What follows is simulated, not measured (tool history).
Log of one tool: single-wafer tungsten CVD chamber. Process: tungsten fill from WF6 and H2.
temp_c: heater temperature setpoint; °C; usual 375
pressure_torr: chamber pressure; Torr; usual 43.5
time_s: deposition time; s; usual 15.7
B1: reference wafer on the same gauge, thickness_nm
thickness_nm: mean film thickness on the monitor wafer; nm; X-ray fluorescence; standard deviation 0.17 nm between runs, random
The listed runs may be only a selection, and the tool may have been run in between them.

run 1 day=0.000 | temp_c=375 pressure_torr=47.2 time_s=15.7 | B1=28.765 | thickness_nm=34.113
run 2 day=2.988 | temp_c=375 pressure_torr=47.2 time_s=15.7 | B1=28.839 | thickness_nm=33.914
run 3 day=3.554 | temp_c=375 pressure_torr=43.5 time_s=15.7 | B1=28.838 | thickness_nm=32.173
run 4 day=4.525 | temp_c=375 pressure_torr=43.5 time_s=15.7 | B1=28.827 | thickness_nm=32.361
run 5 day=5.088 | temp_c=371 pressure_torr=51.7 time_s=15.7 | B1=28.767 | thickness_nm=32.361
run 6 day=6.158 | temp_c=371 pressure_torr=51.7 time_s=15.7 | B1=28.775 | thickness_nm=32.626
run 7 day=7.638 | temp_c=375 pressure_torr=43.5 time_s=15.7 | B1=28.778 | thickness_nm=32.292
run 8 day=8.483 | temp_c=375 pressure_torr=43.5 time_s=15.7 | B1=28.867 | thickness_nm=32.501
run 9 day=9.554 | temp_c=375 pressure_torr=43.5 time_s=15.7 | B1=28.869 | thickness_nm=32.393
run 10 day=10.875 | temp_c=375 pressure_torr=43.5 time_s=14.5 | B1=28.718 | thickness_nm=29.655
-- day=11.800 showerhead replaced
run 11 day=11.821 | temp_c=375 pressure_torr=43.5 time_s=14.5 | B1=28.831 | thickness_nm=29.957
run 12 day=12.258 | temp_c=375 pressure_torr=43.5 time_s=14.5 | B1=28.716 | thickness_nm=29.683
run 13 day=13.333 | temp_c=375 pressure_torr=43.5 time_s=14.0 | B1=28.787 | thickness_nm=28.521
run 14 day=14.650 | temp_c=375 pressure_torr=52.2 time_s=13.7 | B1=28.817 | thickness_nm=31.439
-- day=15.342 capacitance manometer re-zeroed and calibrated
run 15 day=15.488 | temp_c=375 pressure_torr=46.5 time_s=15.7 | B1=28.725 | thickness_nm=33.439
run 16 day=16.933 | temp_c=375 pressure_torr=50.2 time_s=15.7 | B1=28.873 | thickness_nm=35.130
-- day=18.046 thermocouple changed; heater temperature recalibrated
run 17 day=18.212 | temp_c=375 pressure_torr=43.5 time_s=14.0 | B1=28.799 | thickness_nm=28.862
run 18 day=18.958 | temp_c=375 pressure_torr=43.5 time_s=15.7 | B1=28.810 | thickness_nm=32.280
run 19 day=19.925 | temp_c=385 pressure_torr=38.5 time_s=14.4 | B1=28.820 | thickness_nm=34.603
run 20 day=20.967 | temp_c=375 pressure_torr=43.5 time_s=15.7 | B1=28.783 | thickness_nm=32.269
run 21 day=21.775 | temp_c=381 pressure_torr=34.1 time_s=16.6 | B1=28.775 | thickness_nm=33.250
-- day=21.967 gauge calibrated
run 22 day=22.858 | temp_c=361 pressure_torr=43.5 time_s=15.7 | B1=28.776 | thickness_nm=22.862
run 23 day=23.692 | temp_c=388 pressure_torr=34.1 time_s=13.2 | B1=28.750 | thickness_nm=30.929
run 24 day=27.850 | temp_c=383 pressure_torr=43.5 time_s=15.7 | B1=28.734 | thickness_nm=39.166
run 25 day=29.125 | temp_c=385 pressure_torr=38.5 time_s=14.4 | B1=28.762 | thickness_nm=34.211
run 26 day=29.796 | temp_c=371 pressure_torr=43.5 time_s=14.6 | B1=28.816 | thickness_nm=26.931
run 27 day=30.883 | temp_c=369 pressure_torr=43.5 time_s=15.7 | B1=28.864 | thickness_nm=27.885

What was the tool's hidden state at every run in the log?
wafer temperature above the value expected at the setpoint (K): 0 in every run
true pressure above the setpoint (%): 0 in every run
gauge reads high (%): 0 in every run
